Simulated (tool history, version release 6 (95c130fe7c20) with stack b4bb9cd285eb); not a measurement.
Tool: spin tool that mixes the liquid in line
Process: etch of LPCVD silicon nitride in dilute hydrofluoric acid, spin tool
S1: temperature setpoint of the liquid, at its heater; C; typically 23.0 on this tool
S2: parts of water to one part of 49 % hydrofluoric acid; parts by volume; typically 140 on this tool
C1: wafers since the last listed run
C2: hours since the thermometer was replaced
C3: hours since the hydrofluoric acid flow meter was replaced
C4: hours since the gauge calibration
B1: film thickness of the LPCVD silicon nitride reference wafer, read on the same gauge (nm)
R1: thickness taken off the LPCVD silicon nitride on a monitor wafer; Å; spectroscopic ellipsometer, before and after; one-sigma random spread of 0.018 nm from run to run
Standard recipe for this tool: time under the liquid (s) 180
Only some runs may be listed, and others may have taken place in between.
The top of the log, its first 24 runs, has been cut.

{"run": 25, "hour": 823.4, "S1": 27.5, "S2": 190, "time under the liquid (s)": 80, "C1": 109, "C2": 91.7, "C3": 480.2, "C4": 126.3, "B1": 110.001, "R1": 2.21}
{"run": 26, "hour": 836.6, "S1": 23.0, "S2": 140, "time under the liquid (s)": 180, "C1": 99, "C2": 104.9, "C3": 493.4, "C4": 139.5, "B1": 109.989, "R1": 5.16}
{"run": 27, "hour": 872.2, "S1": 27.0, "S2": 90, "time under the liquid (s)": 80, "C1": 268, "C2": 140.5, "C3": 529.0, "C4": 175.1, "B1": 110.011, "R1": 4.48}
{"run": 28, "hour": 902.9, "S1": 27.5, "S2": 90, "time under the liquid (s)": 180, "C1": 231, "C2": 171.2, "C3": 559.7, "C4": 205.8, "B1": 110.022, "R1": 10.73}
{"run": 29, "hour": 920.2, "S1": 23.0, "S2": 95, "time under the liquid (s)": 180, "C1": 130, "C2": 188.5, "C3": 577.0, "C4": 223.1, "B1": 109.978, "R1": 7.58}
{"run": 30, "hour": 942.0, "S1": 23.0, "S2": 110, "time under the liquid (s)": 265, "C1": 164, "C2": 210.3, "C3": 598.8, "C4": 244.9, "B1": 109.99, "R1": 9.26}
{"run": 31, "hour": 971.5, "S1": 26.5, "S2": 140, "time under the liquid (s)": 240, "C1": 222, "C2": 239.8, "C3": 628.3, "C4": 274.4, "B1": 109.996, "R1": 8.51}
{"run": 32, "hour": 997.9, "S1": 23.0, "S2": 140, "time under the liquid (s)": 180, "C1": 199, "C2": 266.2, "C3": 654.7, "C4": 300.8, "B1": 110.002, "R1": 5.41}

Predict each of these 4 candidate next runs independently; none follows another, all start after run 32:
{"run": "A", "hour": 998.4, "S1": 23.0, "S2": 140, "time under the liquid (s)": 80, "C1": 3, "C2": 266.7, "C3": 655.2, "C4": 301.3, "B1": "?", "R1": "?"}
{"run": "B", "hour": 998.4, "S1": 19.5, "S2": 85, "time under the liquid (s)": 95, "C1": 3, "C2": 266.7, "C3": 655.2, "C4": 301.3, "B1": "?", "R1": "?"}
{"run": "C", "hour": 998.4, "S1": 23.0, "S2": 200, "time under the liquid (s)": 285, "C1": 3, "C2": 266.7, "C3": 655.2, "C4": 301.3, "B1": "?", "R1": "?"}
{"run": "D", "hour": 998.4, "S1": 25.0, "S2": 140, "time under the liquid (s)": 215, "C1": 3, "C2": 266.7, "C3": 655.2, "C4": 301.3, "B1": "?", "R1": "?"}

run=A B1=109.999 R1=2.21
run=B B1=109.999 R1=3.38
run=C B1=109.999 R1=5.54
run=D B1=109.999 R1=6.76
What these runs would have given with no unlogged condition in the tool:
run=A R1=2.21
run=B R1=3.38
run=C R1=5.54
run=D R1=6.76

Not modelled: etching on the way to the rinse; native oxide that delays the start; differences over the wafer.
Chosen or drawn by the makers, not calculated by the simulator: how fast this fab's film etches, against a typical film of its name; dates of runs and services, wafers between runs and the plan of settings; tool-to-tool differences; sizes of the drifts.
